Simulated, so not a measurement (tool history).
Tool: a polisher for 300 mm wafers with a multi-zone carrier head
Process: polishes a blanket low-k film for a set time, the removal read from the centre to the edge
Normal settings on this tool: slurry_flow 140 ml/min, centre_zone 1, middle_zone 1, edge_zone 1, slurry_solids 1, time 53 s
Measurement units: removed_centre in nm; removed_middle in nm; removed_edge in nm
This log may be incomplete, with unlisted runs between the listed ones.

run,hour,slurry_flow,centre_zone,middle_zone,edge_zone,slurry_solids,time,wafers since the last listed run,wafers polished on this pad,hours since the slurry nozzle was cleaned,hours since the centre zone pressure was calibrated,hours since the edge zone pressure was calibrated,hours since the carrier head's membrane was replaced,"incoming thickness of the incoming film, nm",removed_centre,removed_middle,removed_edge
1,0,140,1,0.9,0.95,0.9,53,0,232,518.7,235,543.9,171.2,800.1,20.9,20.5,20.5
2,26.4,105,1,1,1,1,53,181,413,545.1,261.4,570.3,197.6,810,20,21.5,20.9
3,52.2,110,1,1,1,1,53,177,591,570.9,287.2,596.1,223.4,803,19.7,21.5,20.5
4,67.5,140,1.09,0.9,1,1,53,105,696,586.2,302.5,611.4,238.7,814.6,23.1,20.8,21.2
# hour 115: slurry nozzle cleaned
5,115.5,140,1,1,1,0.75,53,322,1019,0.5,350.5,659.4,286.7,798.8,17.7,19.2,18.4
6,129.6,140,0.94,1,1,1,53,96,1116,14.6,364.6,673.5,300.8,797.7,18.8,21.7,20.4
7,150.3,140,1,0.94,1,1.15,53,142,1258,35.3,385.3,694.2,321.5,798,21.5,22,22
8,169.3,100,1,0.89,1,1,35,130,1388,54.3,404.3,713.2,340.5,800.4,11.5,11.7,12.6
# hour 182.9: edge zone pressure recalibrated
# hour 192: worn pad replaced by a new one
9,192.5,140,0.92,1,1,1,60,118,3,77.5,427.5,9.6,363.7,791.3,22.5,26.8,25.6
10,201.9,140,1,1,1,1,53,64,67,86.9,436.9,19,373.1,793.4,21.8,23,22.4
# hour 220: centre zone pressure recalibrated
11,230,140,1,1,1,0.85,53,179,247,115,10,47.1,401.2,807.2,21.4,21.5,21
12,246.3,140,1,1,1,1,53,112,359,131.3,26.3,63.4,417.5,805.4,22.3,22.9,21.7
13,276.2,140,1,1,1.08,1.15,53,205,564,161.2,56.2,93.3,447.4,802.2,23.4,23.9,23.7
14,309.3,140,1,1.05,1,1,53,227,792,194.3,89.3,126.4,480.5,795.1,21.1,22.9,21.9
15,332.7,140,0.93,1,0.96,1,68,160,952,217.7,112.7,149.8,503.9,799.4,24.7,28.3,26.2
16,361.8,140,1,1,1,1,53,199,1152,246.8,141.8,178.9,533,812.4,20.6,21.4,20.6
17,396.6,155,0.92,1,1,1,53,239,1391,281.6,176.6,213.7,567.8,799.3,18.9,22.1,20.8
# hour 407.2: worn pad replaced by a new one
18,421.7,140,1,1,1,1,53,144,99,306.7,201.7,238.8,592.9,790.3,22,23.2,22.4
19,449.7,140,1,1,1,0.9,53,192,292,334.7,229.7,266.8,620.9,812.1,20.5,21.9,20.9
20,488.8,140,1,0.94,1,1,71,268,560,373.8,268.8,305.9,660,805.4,28,29,28.8
21,508.9,140,1,1,1,1,53,138,699,393.9,288.9,326,680.1,788.4,20.7,22.4,21.6

The same runs without the tool's hidden state, with the same run-to-run variation:
Hidden state present: removal rate lost through wear of the pad, %; slurry flow missing at the pad, %; deviation of the centre zone's pressure from its setpoint, %; deviation of the edge zone's pressure from its setpoint, %.
run,removed_centre,removed_middle,removed_edge
1,22.6,21,21
2,22,22.2,21.6
3,21.9,22.6,21.5
4,26,22,22.4
5,20.4,20.8,19.9
6,21.9,23.6,22.3
7,25.3,24.2,24.2
8,13.7,13.1,14.1
9,24.1,26.9,25.7
10,23.5,23.2,22.5
11,22.1,21.9,21.4
12,23.3,23.6,22.4
13,25.1,25,24.8
14,23.3,24.4,23.2
15,27.7,30.4,28.2
16,23.6,23.3,22.5
17,22.1,24.6,23.1
18,23.6,23.5,22.7
19,22.4,22.5,21.4
20,31.3,30.4,30.2
21,23.4,23.7,22.8
